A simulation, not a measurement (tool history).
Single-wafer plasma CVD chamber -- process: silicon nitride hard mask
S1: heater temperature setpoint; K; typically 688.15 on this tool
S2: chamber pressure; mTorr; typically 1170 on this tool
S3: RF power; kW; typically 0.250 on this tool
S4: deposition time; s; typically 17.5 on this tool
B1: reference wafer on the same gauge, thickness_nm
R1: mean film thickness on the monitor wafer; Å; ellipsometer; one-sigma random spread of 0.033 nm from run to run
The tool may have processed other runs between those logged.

run,hour,S1,S2,S3,S4,B1,R1
1,0.0,688.15,980,0.250,17.5,17.498,146.39
2,86.5,688.15,980,0.250,17.5,17.491,146.00
3,156.6,688.15,1170,0.250,17.5,17.502,152.59
4,293.1,688.15,1170,0.250,17.5,17.504,151.86
5,352.7,696.15,1170,0.250,17.5,17.491,151.40
# hour 384.0: showerhead replaced
6,389.2,696.15,1170,0.250,17.5,17.505,151.41
7,448.9,688.15,1360,0.250,17.5,17.497,156.85
8,515.0,688.15,1360,0.250,17.5,17.496,157.53
9,551.9,688.15,1360,0.250,17.5,17.506,158.02
10,639.0,688.15,1170,0.250,17.5,17.509,152.49
11,680.3,688.15,990,0.250,17.5,17.497,146.41
12,765.4,680.15,1170,0.235,21.0,17.497,175.12
# hour 798.5: capacitance manometer re-zeroed and calibrated
# hour 811.7: RF generator calibrated
13,866.4,688.15,1170,0.250,17.5,17.494,151.87
14,928.9,698.15,1170,0.250,17.5,17.492,151.50
15,988.7,688.15,1170,0.250,17.5,17.510,152.33
16,1042.1,688.15,1170,0.210,19.6,17.502,149.36
17,1353.8,700.15,1170,0.215,17.5,17.508,135.81
18,1453.0,697.15,1170,0.250,16.5,17.508,142.77
19,1533.4,688.15,1170,0.235,17.5,17.507,145.78
20,1710.7,688.15,1170,0.270,15.7,17.495,143.93
# hour 1751.5: thermocouple changed; heater temperature recalibrated
# hour 1769.2: gauge calibrated
21,1771.5,688.15,1170,0.250,17.5,17.513,152.29
22,1847.4,688.15,1310,0.200,20.9,17.500,157.43
23,2167.6,688.15,1000,0.215,19.4,17.488,145.62
24,2245.7,688.15,1170,0.250,17.5,17.497,152.28
# hour 2266.1: RF generator calibrated
25,2300.9,688.15,1170,0.280,16.3,17.502,153.23
26,2391.4,688.15,1170,0.220,17.5,17.491,138.68
27,2450.4,688.15,1170,0.250,16.1,17.504,140.02
28,2531.4,697.15,1170,0.295,20.0,17.503,194.94

Each row is a separate what-if for the run after 28, all from the same tool condition, not one after another. Results?
A,2531.8,688.15,1170,0.250,16.2,?,?
B,2531.8,688.15,1170,0.250,19.6,?,?
C,2531.8,688.15,1170,0.270,20.8,?,?
D,2531.8,699.15,1350,0.250,17.5,?,?

run,B1,R1
A,17.505,141.09
B,17.505,170.62
C,17.505,191.30
D,17.505,156.56
What these runs would have given with no unlogged condition in the tool:
run,R1
A,141.09
B,170.62
C,191.30
D,156.56
